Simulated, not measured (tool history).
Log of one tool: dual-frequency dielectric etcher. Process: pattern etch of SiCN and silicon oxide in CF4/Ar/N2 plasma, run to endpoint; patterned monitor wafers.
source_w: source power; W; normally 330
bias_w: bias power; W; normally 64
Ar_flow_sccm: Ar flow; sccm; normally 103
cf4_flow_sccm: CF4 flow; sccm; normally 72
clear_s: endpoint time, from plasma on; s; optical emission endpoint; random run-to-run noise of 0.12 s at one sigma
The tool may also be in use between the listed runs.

run	hour	source_w	bias_w	Ar_flow_sccm	cf4_flow_sccm	incoming incoming film thickness, nm	clear_s
1	0	330	64	103	72	9.62	14.3
2	46.3	330	64	103	72	9.6	14.3
# hour 85.9: wet clean of the chamber
3	95.5	330	64	117	72	9.59	15.1
4	249.1	330	75	103	72	9.56	13.6
5	294.8	330	75	103	72	9.57	13.7
# hour 394.1: CF4 flow controller replaced
6	458.5	330	58	103	72	9.58	14.4
7	489.8	330	64	120	72	9.49	14
# hour 525.7: wet clean of the chamber
8	526.2	330	53	103	72	9.61	15.7
9	549.8	330	64	103	60	9.59	15
# hour 589.8: source power generator calibrated
10	617.1	380	74	82	62	9.64	12
11	648.9	330	59	122	61	9.69	15.7
# hour 711.4: bias power generator calibrated
12	711.9	330	64	120	86	9.57	14.6
# hour 796.1: upper electrode replaced
13	796.6	390	64	120	66	9.64	12.6
14	819.8	300	64	129	81	9.61	16.3
# hour 852.2: Ar flow controller replaced
15	887.3	330	64	103	72	9.64	14.2
16	920.1	330	75	80	55	9.59	13.5
# hour 952.5: wet clean of the chamber
17	954.4	330	64	103	72	9.57	14.8
18	992.7	330	64	103	72	9.53	14.5
19	1021.7	330	75	87	72	9.58	13.8
20	1067	330	54	91	59	9.53	15.3
21	1117.4	270	54	103	88	9.62	18.9
22	1170.1	330	64	103	72	9.55	14.4
23	1228.3	270	64	126	72	9.67	18.4
24	1255.3	330	70	103	72	9.61	13.9
# hour 1306.9: wet clean of the chamber
25	1307.4	390	64	103	79	9.54	12.2

3 options for the next run, each taken on its own from the tool as it stands now. Forecast them:
A	1307.8	330	64	103	72	9.57	?
B	1307.8	330	69	84	84	9.57	?
C	1307.8	400	51	94	72	9.57	?

run	clear_s
A	14.8
B	13.9
C	12.7
Stripped of hidden state, with their random variation kept, the same runs would have yielded:
run	clear_s
A	14.8
B	13.9
C	12.7
